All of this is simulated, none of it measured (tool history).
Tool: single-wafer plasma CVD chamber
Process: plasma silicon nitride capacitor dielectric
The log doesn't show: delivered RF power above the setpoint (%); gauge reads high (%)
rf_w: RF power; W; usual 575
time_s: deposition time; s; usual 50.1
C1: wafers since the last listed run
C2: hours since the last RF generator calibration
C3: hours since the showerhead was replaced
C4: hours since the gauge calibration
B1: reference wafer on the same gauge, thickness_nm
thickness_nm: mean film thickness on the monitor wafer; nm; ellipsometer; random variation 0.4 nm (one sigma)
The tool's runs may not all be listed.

{"run": 1, "hour": 0.0, "rf_w": 575, "time_s": 50.1, "C1": 0, "C2": 2139.9, "C3": 6588.2, "C4": 1002.1, "B1": 60.624, "thickness_nm": 73.856}
{"run": 2, "hour": 63.2, "rf_w": 575, "time_s": 50.1, "C1": 677, "C2": 2203.1, "C3": 6651.4, "C4": 1065.3, "B1": 60.717, "thickness_nm": 73.888}
{"run": 3, "hour": 122.7, "rf_w": 575, "time_s": 50.1, "C1": 638, "C2": 2262.6, "C3": 6710.9, "C4": 1124.8, "B1": 60.746, "thickness_nm": 73.997}
{"run": 4, "hour": 202.6, "rf_w": 575, "time_s": 50.1, "C1": 856, "C2": 2342.5, "C3": 6790.8, "C4": 1204.7, "B1": 60.64, "thickness_nm": 73.653}
{"run": 5, "hour": 243.6, "rf_w": 575, "time_s": 50.1, "C1": 439, "C2": 2383.5, "C3": 6831.8, "C4": 1245.7, "B1": 60.736, "thickness_nm": 74.082}
{"hour": 274.2, "done": "RF generator calibrated"}
{"run": 6, "hour": 306.3, "rf_w": 575, "time_s": 50.1, "C1": 586, "C2": 32.1, "C3": 6894.5, "C4": 1308.4, "B1": 60.722, "thickness_nm": 74.242}
{"run": 7, "hour": 355.1, "rf_w": 575, "time_s": 50.1, "C1": 523, "C2": 80.9, "C3": 6943.3, "C4": 1357.2, "B1": 60.711, "thickness_nm": 73.765}
{"run": 8, "hour": 455.0, "rf_w": 575, "time_s": 50.1, "C1": 1071, "C2": 180.8, "C3": 7043.2, "C4": 1457.1, "B1": 60.673, "thickness_nm": 73.605}
{"run": 9, "hour": 555.4, "rf_w": 630, "time_s": 55.6, "C1": 1076, "C2": 281.2, "C3": 7143.6, "C4": 1557.5, "B1": 60.665, "thickness_nm": 86.155}
{"run": 10, "hour": 622.3, "rf_w": 630, "time_s": 55.6, "C1": 717, "C2": 348.1, "C3": 7210.5, "C4": 1624.4, "B1": 60.65, "thickness_nm": 85.685}
{"run": 11, "hour": 687.9, "rf_w": 575, "time_s": 50.1, "C1": 703, "C2": 413.7, "C3": 7276.1, "C4": 1690.0, "B1": 60.767, "thickness_nm": 73.683}
{"run": 12, "hour": 963.8, "rf_w": 575, "time_s": 50.1, "C1": 2958, "C2": 689.6, "C3": 7552.0, "C4": 1965.9, "B1": 60.715, "thickness_nm": 74.393}
{"run": 13, "hour": 1014.5, "rf_w": 575, "time_s": 50.1, "C1": 543, "C2": 740.3, "C3": 7602.7, "C4": 2016.6, "B1": 60.679, "thickness_nm": 74.471}
{"run": 14, "hour": 1085.6, "rf_w": 575, "time_s": 43.2, "C1": 762, "C2": 811.4, "C3": 7673.8, "C4": 2087.7, "B1": 60.678, "thickness_nm": 64.168}
{"run": 15, "hour": 1192.9, "rf_w": 510, "time_s": 50.1, "C1": 1150, "C2": 918.7, "C3": 7781.1, "C4": 2195.0, "B1": 60.713, "thickness_nm": 69.63}
{"run": 16, "hour": 1291.2, "rf_w": 510, "time_s": 50.1, "C1": 1054, "C2": 1017.0, "C3": 7879.4, "C4": 2293.3, "B1": 60.663, "thickness_nm": 69.37}
{"hour": 1317.7, "done": "showerhead replaced"}
{"run": 17, "hour": 1387.1, "rf_w": 510, "time_s": 50.1, "C1": 942, "C2": 1112.9, "C3": 69.4, "C4": 2389.2, "B1": 60.711, "thickness_nm": 68.942}
{"run": 18, "hour": 1444.1, "rf_w": 575, "time_s": 47.6, "C1": 611, "C2": 1169.9, "C3": 126.4, "C4": 2446.2, "B1": 60.747, "thickness_nm": 69.393}
{"run": 19, "hour": 1480.7, "rf_w": 575, "time_s": 47.6, "C1": 392, "C2": 1206.5, "C3": 163.0, "C4": 2482.8, "B1": 60.75, "thickness_nm": 70.102}
{"run": 20, "hour": 1585.3, "rf_w": 625, "time_s": 42.7, "C1": 1121, "C2": 1311.1, "C3": 267.6, "C4": 2587.4, "B1": 60.704, "thickness_nm": 65.856}
{"run": 21, "hour": 1655.8, "rf_w": 575, "time_s": 50.1, "C1": 756, "C2": 1381.6, "C3": 338.1, "C4": 2657.9, "B1": 60.667, "thickness_nm": 74.603}
{"run": 22, "hour": 1740.0, "rf_w": 575, "time_s": 50.1, "C1": 902, "C2": 1465.8, "C3": 422.3, "C4": 2742.1, "B1": 60.72, "thickness_nm": 73.811}
{"run": 23, "hour": 2006.5, "rf_w": 620, "time_s": 55.1, "C1": 2858, "C2": 1732.3, "C3": 688.8, "C4": 3008.6, "B1": 60.741, "thickness_nm": 84.142}
{"run": 24, "hour": 2051.2, "rf_w": 635, "time_s": 50.1, "C1": 479, "C2": 1777.0, "C3": 733.5, "C4": 3053.3, "B1": 60.674, "thickness_nm": 77.481}
{"hour": 2079.5, "done": "gauge calibrated"}
{"hour": 2120.2, "done": "RF generator calibrated"}
{"run": 25, "hour": 2155.9, "rf_w": 575, "time_s": 50.1, "C1": 1037, "C2": 35.7, "C3": 838.2, "C4": 76.4, "B1": 60.654, "thickness_nm": 74.315}
{"run": 26, "hour": 2199.7, "rf_w": 575, "time_s": 50.1, "C1": 469, "C2": 79.5, "C3": 882.0, "C4": 120.2, "B1": 60.731, "thickness_nm": 73.824}
{"run": 27, "hour": 2248.6, "rf_w": 685, "time_s": 50.1, "C1": 524, "C2": 128.4, "C3": 930.9, "C4": 169.1, "B1": 60.628, "thickness_nm": 80.346}
{"run": 28, "hour": 2301.4, "rf_w": 670, "time_s": 46.6, "C1": 566, "C2": 181.2, "C3": 983.7, "C4": 221.9, "B1": 60.694, "thickness_nm": 73.963}
{"run": 29, "hour": 2366.6, "rf_w": 505, "time_s": 40.9, "C1": 699, "C2": 246.4, "C3": 1048.9, "C4": 287.1, "B1": 60.675, "thickness_nm": 56.372}
{"run": 30, "hour": 2456.1, "rf_w": 630, "time_s": 55.6, "C1": 959, "C2": 335.9, "C3": 1138.4, "C4": 376.6, "B1": 60.72, "thickness_nm": 85.105}
{"run": 31, "hour": 2561.5, "rf_w": 505, "time_s": 45.3, "C1": 1130, "C2": 441.3, "C3": 1243.8, "C4": 482.0, "B1": 60.648, "thickness_nm": 62.381}
{"run": 32, "hour": 2625.3, "rf_w": 625, "time_s": 42.7, "C1": 684, "C2": 505.1, "C3": 1307.6, "C4": 545.8, "B1": 60.702, "thickness_nm": 65.927}
{"run": 33, "hour": 2711.8, "rf_w": 480, "time_s": 55.8, "C1": 927, "C2": 591.6, "C3": 1394.1, "C4": 632.3, "B1": 60.732, "thickness_nm": 74.548}
{"run": 34, "hour": 2757.9, "rf_w": 575, "time_s": 50.1, "C1": 494, "C2": 637.7, "C3": 1440.2, "C4": 678.4, "B1": 60.652, "thickness_nm": 74.358}
{"run": 35, "hour": 2819.1, "rf_w": 575, "time_s": 50.1, "C1": 656, "C2": 698.9, "C3": 1501.4, "C4": 739.6, "B1": 60.693, "thickness_nm": 73.857}
{"run": 36, "hour": 2924.2, "rf_w": 520, "time_s": 50.1, "C1": 1127, "C2": 804.0, "C3": 1606.5, "C4": 844.7, "B1": 60.664, "thickness_nm": 70.483}
{"run": 37, "hour": 3009.5, "rf_w": 470, "time_s": 50.1, "C1": 914, "C2": 889.3, "C3": 1691.8, "C4": 930.0, "B1": 60.669, "thickness_nm": 66.338}
{"run": 38, "hour": 3268.5, "rf_w": 575, "time_s": 50.1, "C1": 2777, "C2": 1148.3, "C3": 1950.8, "C4": 1189.0, "B1": 60.593, "thickness_nm": 74.233}
{"run": 39, "hour": 3347.4, "rf_w": 610, "time_s": 50.1, "C1": 846, "C2": 1227.2, "C3": 2029.7, "C4": 1267.9, "B1": 60.722, "thickness_nm": 76.201}
{"run": 40, "hour": 3444.1, "rf_w": 475, "time_s": 58.3, "C1": 1037, "C2": 1323.9, "C3": 2126.4, "C4": 1364.6, "B1": 60.68, "thickness_nm": 77.202}
{"run": 41, "hour": 3525.8, "rf_w": 575, "time_s": 56.2, "C1": 876, "C2": 1405.6, "C3": 2208.1, "C4": 1446.3, "B1": 60.733, "thickness_nm": 82.288}
{"run": 42, "hour": 3596.8, "rf_w": 575, "time_s": 50.1, "C1": 761, "C2": 1476.6, "C3": 2279.1, "C4": 1517.3, "B1": 60.736, "thickness_nm": 74.47}

How the hidden state differs across the entries between the runs, from the last listed run before each to the first after it:
Between runs 5 and 6: RF generator calibrated (hour 274.2)
  no hidden state differs between the two runs
Between runs 16 and 17: showerhead replaced (hour 1317.7)
  no hidden state differs between the two runs
Between runs 24 and 25: gauge calibrated (hour 2079.5); RF generator calibrated (hour 2120.2)
  no hidden state differs between the two runs
